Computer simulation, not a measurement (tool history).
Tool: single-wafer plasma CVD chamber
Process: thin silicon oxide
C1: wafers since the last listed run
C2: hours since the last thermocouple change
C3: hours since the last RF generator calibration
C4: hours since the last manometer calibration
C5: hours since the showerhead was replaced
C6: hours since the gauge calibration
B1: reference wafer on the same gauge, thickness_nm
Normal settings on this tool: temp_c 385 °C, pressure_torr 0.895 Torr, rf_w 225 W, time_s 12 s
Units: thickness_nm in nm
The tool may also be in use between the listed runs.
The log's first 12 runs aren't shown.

{"day": 13.971, "done": "showerhead replaced"}
{"run": 13, "day": 14.133, "temp_c": 385, "pressure_torr": 0.895, "rf_w": 225, "time_s": 12, "C1": 797, "C2": 174.9, "C3": 2225.7, "C4": 26.3, "C5": 3.9, "C6": 505.4, "B1": 21.13, "thickness_nm": 23.035}
{"day": 14.404, "done": "gauge calibrated"}
{"day": 15.029, "done": "RF generator calibrated"}
{"run": 14, "day": 15.05, "temp_c": 385, "pressure_torr": 0.895, "rf_w": 225, "time_s": 12, "C1": 626, "C2": 196.9, "C3": 0.5, "C4": 48.3, "C5": 25.9, "C6": 15.5, "B1": 21.509, "thickness_nm": 23.302}
{"run": 15, "day": 15.496, "temp_c": 385, "pressure_torr": 0.895, "rf_w": 225, "time_s": 12, "C1": 479, "C2": 207.6, "C3": 11.2, "C4": 59, "C5": 36.6, "C6": 26.2, "B1": 21.496, "thickness_nm": 23.214}
{"run": 16, "day": 16.288, "temp_c": 385, "pressure_torr": 0.895, "rf_w": 225, "time_s": 14.1, "C1": 850, "C2": 226.6, "C3": 30.2, "C4": 78, "C5": 55.6, "C6": 45.2, "B1": 21.481, "thickness_nm": 27.398}
{"run": 17, "day": 16.867, "temp_c": 392, "pressure_torr": 0.826, "rf_w": 240, "time_s": 11.4, "C1": 622, "C2": 240.5, "C3": 44.1, "C4": 91.9, "C5": 69.5, "C6": 59.1, "B1": 21.468, "thickness_nm": 21.342}
{"run": 18, "day": 20.654, "temp_c": 373, "pressure_torr": 0.895, "rf_w": 225, "time_s": 10.8, "C1": 4070, "C2": 331.4, "C3": 135, "C4": 182.8, "C5": 160.4, "C6": 150, "B1": 21.393, "thickness_nm": 21.109}
{"run": 19, "day": 21.879, "temp_c": 391, "pressure_torr": 0.728, "rf_w": 215, "time_s": 13.1, "C1": 1316, "C2": 360.8, "C3": 164.4, "C4": 212.2, "C5": 189.8, "C6": 179.4, "B1": 21.392, "thickness_nm": 20.468}
{"run": 20, "day": 22.462, "temp_c": 378, "pressure_torr": 0.895, "rf_w": 250, "time_s": 13, "C1": 626, "C2": 374.8, "C3": 178.4, "C4": 226.2, "C5": 203.8, "C6": 193.4, "B1": 21.324, "thickness_nm": 26.742}
{"run": 21, "day": 22.962, "temp_c": 385, "pressure_torr": 0.895, "rf_w": 205, "time_s": 12, "C1": 537, "C2": 386.8, "C3": 190.4, "C4": 238.2, "C5": 215.8, "C6": 205.4, "B1": 21.341, "thickness_nm": 21.896}
{"run": 22, "day": 24.388, "temp_c": 385, "pressure_torr": 1.027, "rf_w": 225, "time_s": 9.9, "C1": 1531, "C2": 421, "C3": 224.6, "C4": 272.4, "C5": 250, "C6": 239.6, "B1": 21.334, "thickness_nm": 21.207}
{"run": 23, "day": 25.217, "temp_c": 385, "pressure_torr": 1.071, "rf_w": 205, "time_s": 13.8, "C1": 891, "C2": 440.9, "C3": 244.5, "C4": 292.3, "C5": 269.9, "C6": 259.5, "B1": 21.335, "thickness_nm": 28.687}
{"run": 24, "day": 26.221, "temp_c": 395, "pressure_torr": 0.895, "rf_w": 225, "time_s": 12.9, "C1": 1079, "C2": 465, "C3": 268.6, "C4": 316.4, "C5": 294, "C6": 283.6, "B1": 21.318, "thickness_nm": 24.588}
{"run": 25, "day": 27.162, "temp_c": 385, "pressure_torr": 0.76, "rf_w": 185, "time_s": 12, "C1": 1012, "C2": 487.6, "C3": 291.2, "C4": 339, "C5": 316.6, "C6": 306.2, "B1": 21.252, "thickness_nm": 17.803}
{"run": 26, "day": 27.938, "temp_c": 385, "pressure_torr": 1.027, "rf_w": 225, "time_s": 13.8, "C1": 832, "C2": 506.2, "C3": 309.8, "C4": 357.6, "C5": 335.2, "C6": 324.8, "B1": 21.233, "thickness_nm": 29.477}
{"run": 27, "day": 29.275, "temp_c": 385, "pressure_torr": 0.895, "rf_w": 225, "time_s": 12, "C1": 1437, "C2": 538.3, "C3": 341.9, "C4": 389.7, "C5": 367.3, "C6": 356.9, "B1": 21.218, "thickness_nm": 23.164}
{"run": 28, "day": 29.821, "temp_c": 395, "pressure_torr": 0.752, "rf_w": 225, "time_s": 12, "C1": 586, "C2": 551.4, "C3": 355, "C4": 402.8, "C5": 380.4, "C6": 370, "B1": 21.198, "thickness_nm": 19.685}
{"run": 29, "day": 31.092, "temp_c": 385, "pressure_torr": 0.895, "rf_w": 225, "time_s": 12, "C1": 1365, "C2": 581.9, "C3": 385.5, "C4": 433.3, "C5": 410.9, "C6": 400.5, "B1": 21.24, "thickness_nm": 22.993}
{"run": 30, "day": 32.362, "temp_c": 391, "pressure_torr": 0.805, "rf_w": 185, "time_s": 9.9, "C1": 1365, "C2": 612.4, "C3": 416, "C4": 463.8, "C5": 441.4, "C6": 431, "B1": 21.16, "thickness_nm": 15.454}

What if the next run were any one of these 3? Each begins from the tool's condition after run 30:
{"run": "A", "day": 32.379, "temp_c": 385, "pressure_torr": 0.895, "rf_w": 225, "time_s": 12, "C1": 17, "C2": 612.8, "C3": 416.4, "C4": 464.2, "C5": 441.8, "C6": 431.4, "B1": "?", "thickness_nm": "?"}
{"run": "B", "day": 32.379, "temp_c": 381, "pressure_torr": 0.709, "rf_w": 185, "time_s": 14, "C1": 17, "C2": 612.8, "C3": 416.4, "C4": 464.2, "C5": 441.8, "C6": 431.4, "B1": "?", "thickness_nm": "?"}
{"run": "C", "day": 32.379, "temp_c": 371, "pressure_torr": 0.895, "rf_w": 225, "time_s": 12, "C1": 17, "C2": 612.8, "C3": 416.4, "C4": 464.2, "C5": 441.8, "C6": 431.4, "B1": "?", "thickness_nm": "?"}

run=A B1=21.186 thickness_nm=23.094
run=B B1=21.186 thickness_nm=19.525
run=C B1=21.186 thickness_nm=23.341
With the hidden condition removed and each run's random variation left untouched, the same runs would have given:
run=A thickness_nm=23.458
run=B thickness_nm=19.833
run=C thickness_nm=23.709
